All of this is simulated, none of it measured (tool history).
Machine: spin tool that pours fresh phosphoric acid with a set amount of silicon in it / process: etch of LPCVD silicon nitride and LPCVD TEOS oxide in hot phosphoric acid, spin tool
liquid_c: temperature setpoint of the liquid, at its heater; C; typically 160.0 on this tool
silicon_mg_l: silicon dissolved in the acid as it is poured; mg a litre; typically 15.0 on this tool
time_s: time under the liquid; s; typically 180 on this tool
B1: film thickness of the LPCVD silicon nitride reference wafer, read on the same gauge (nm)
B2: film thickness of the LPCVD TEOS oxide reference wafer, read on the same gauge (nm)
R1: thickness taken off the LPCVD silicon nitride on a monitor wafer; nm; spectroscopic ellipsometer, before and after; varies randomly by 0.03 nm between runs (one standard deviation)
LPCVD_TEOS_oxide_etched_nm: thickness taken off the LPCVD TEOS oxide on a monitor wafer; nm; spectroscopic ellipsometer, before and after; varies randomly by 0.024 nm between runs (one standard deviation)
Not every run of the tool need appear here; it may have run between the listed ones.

run 1 hour=0.0 | liquid_c=159.5 silicon_mg_l=15.0 time_s=180 | B1=30.01 B2=30.006 | R1=11.73 LPCVD_TEOS_oxide_etched_nm=0.176
run 2 hour=14.9 | liquid_c=160.0 silicon_mg_l=7.0 time_s=180 | B1=29.99 B2=30.003 | R1=12.01 LPCVD_TEOS_oxide_etched_nm=0.193
run 3 hour=27.5 | liquid_c=160.0 silicon_mg_l=7.0 time_s=180 | B1=29.98 B2=29.946 | R1=12.03 LPCVD_TEOS_oxide_etched_nm=0.236
run 4 hour=38.7 | liquid_c=160.0 silicon_mg_l=7.0 time_s=180 | B1=30.01 B2=30.004 | R1=11.96 LPCVD_TEOS_oxide_etched_nm=0.221
run 5 hour=46.8 | liquid_c=160.0 silicon_mg_l=15.0 time_s=180 | B1=29.99 B2=29.971 | R1=11.94 LPCVD_TEOS_oxide_etched_nm=0.179
run 6 hour=57.8 | liquid_c=160.0 silicon_mg_l=15.0 time_s=180 | B1=30.01 B2=29.982 | R1=11.97 LPCVD_TEOS_oxide_etched_nm=0.182
run 7 hour=71.8 | liquid_c=160.0 silicon_mg_l=15.0 time_s=180 | B1=29.99 B2=29.969 | R1=11.92 LPCVD_TEOS_oxide_etched_nm=0.179
run 8 hour=88.0 | liquid_c=160.0 silicon_mg_l=15.0 time_s=180 | B1=30.02 B2=29.936 | R1=11.82 LPCVD_TEOS_oxide_etched_nm=0.160
-- hour=99.4 dissolved silicon flow meter replaced
run 9 hour=105.7 | liquid_c=160.0 silicon_mg_l=15.0 time_s=180 | B1=30.00 B2=29.969 | R1=11.85 LPCVD_TEOS_oxide_etched_nm=0.177
run 10 hour=115.7 | liquid_c=160.0 silicon_mg_l=15.0 time_s=180 | B1=29.99 B2=29.996 | R1=11.79 LPCVD_TEOS_oxide_etched_nm=0.200
run 11 hour=133.2 | liquid_c=160.0 silicon_mg_l=15.0 time_s=180 | B1=30.00 B2=29.993 | R1=11.80 LPCVD_TEOS_oxide_etched_nm=0.200
-- hour=138.3 heated supply line repaired
run 12 hour=140.9 | liquid_c=158.5 silicon_mg_l=15.0 time_s=180 | B1=29.98 B2=30.022 | R1=13.07 LPCVD_TEOS_oxide_etched_nm=0.192
run 13 hour=153.9 | liquid_c=160.0 silicon_mg_l=15.0 time_s=180 | B1=30.00 B2=30.010 | R1=13.73 LPCVD_TEOS_oxide_etched_nm=0.250
run 14 hour=163.9 | liquid_c=161.0 silicon_mg_l=15.0 time_s=80 | B1=30.02 B2=29.957 | R1=6.32 LPCVD_TEOS_oxide_etched_nm=0.122
-- hour=189.3 gauge calibrated
-- hour=199.3 thermometer replaced
run 15 hour=212.8 | liquid_c=163.0 silicon_mg_l=23.0 time_s=90 | B1=29.99 B2=30.007 | R1=8.17 LPCVD_TEOS_oxide_etched_nm=0.129
run 16 hour=227.3 | liquid_c=161.0 silicon_mg_l=15.0 time_s=180 | B1=29.99 B2=29.976 | R1=15.28 LPCVD_TEOS_oxide_etched_nm=0.295
run 17 hour=239.7 | liquid_c=157.5 silicon_mg_l=3.0 time_s=260 | B1=30.01 B2=30.035 | R1=19.54 LPCVD_TEOS_oxide_etched_nm=0.467
run 18 hour=251.5 | liquid_c=160.0 silicon_mg_l=21.5 time_s=180 | B1=30.00 B2=29.986 | R1=14.71 LPCVD_TEOS_oxide_etched_nm=0.223
run 19 hour=263.7 | liquid_c=160.0 silicon_mg_l=15.0 time_s=180 | B1=29.98 B2=29.966 | R1=14.71 LPCVD_TEOS_oxide_etched_nm=0.273
run 20 hour=273.7 | liquid_c=159.0 silicon_mg_l=15.0 time_s=150 | B1=30.00 B2=29.965 | R1=11.81 LPCVD_TEOS_oxide_etched_nm=0.180
run 21 hour=280.7 | liquid_c=160.0 silicon_mg_l=24.0 time_s=180 | B1=29.97 B2=29.973 | R1=14.71 LPCVD_TEOS_oxide_etched_nm=0.201
run 22 hour=297.3 | liquid_c=158.0 silicon_mg_l=22.5 time_s=130 | B1=30.04 B2=29.995 | R1=9.88 LPCVD_TEOS_oxide_etched_nm=0.135

What if the next run were any one of these 4? Each begins from the tool's condition after run 22:
run A hour=297.8 | liquid_c=160.0 silicon_mg_l=15.0 time_s=120 | B1=? B2=? | R1=? LPCVD_TEOS_oxide_etched_nm=?
run B hour=297.8 | liquid_c=160.0 silicon_mg_l=15.0 time_s=215 | B1=? B2=? | R1=? LPCVD_TEOS_oxide_etched_nm=?
run C hour=297.8 | liquid_c=160.0 silicon_mg_l=15.0 time_s=275 | B1=? B2=? | R1=? LPCVD_TEOS_oxide_etched_nm=?
run D hour=297.8 | liquid_c=158.5 silicon_mg_l=5.0 time_s=95 | B1=? B2=? | R1=? LPCVD_TEOS_oxide_etched_nm=?

run=A B1=29.99 B2=30.013 R1=9.75 LPCVD_TEOS_oxide_etched_nm=0.192
run=B B1=29.99 B2=30.013 R1=17.48 LPCVD_TEOS_oxide_etched_nm=0.344
run=C B1=29.99 B2=30.013 R1=22.35 LPCVD_TEOS_oxide_etched_nm=0.440
run=D B1=29.99 B2=30.013 R1=7.34 LPCVD_TEOS_oxide_etched_nm=0.170
The same runs, with their run-to-run variation unchanged, on a tool lacking any hidden condition would have given:
run=A R1=9.98 LPCVD_TEOS_oxide_etched_nm=0.202
run=B R1=17.89 LPCVD_TEOS_oxide_etched_nm=0.362
run=C R1=22.88 LPCVD_TEOS_oxide_etched_nm=0.463
run=D R1=7.51 LPCVD_TEOS_oxide_etched_nm=0.179
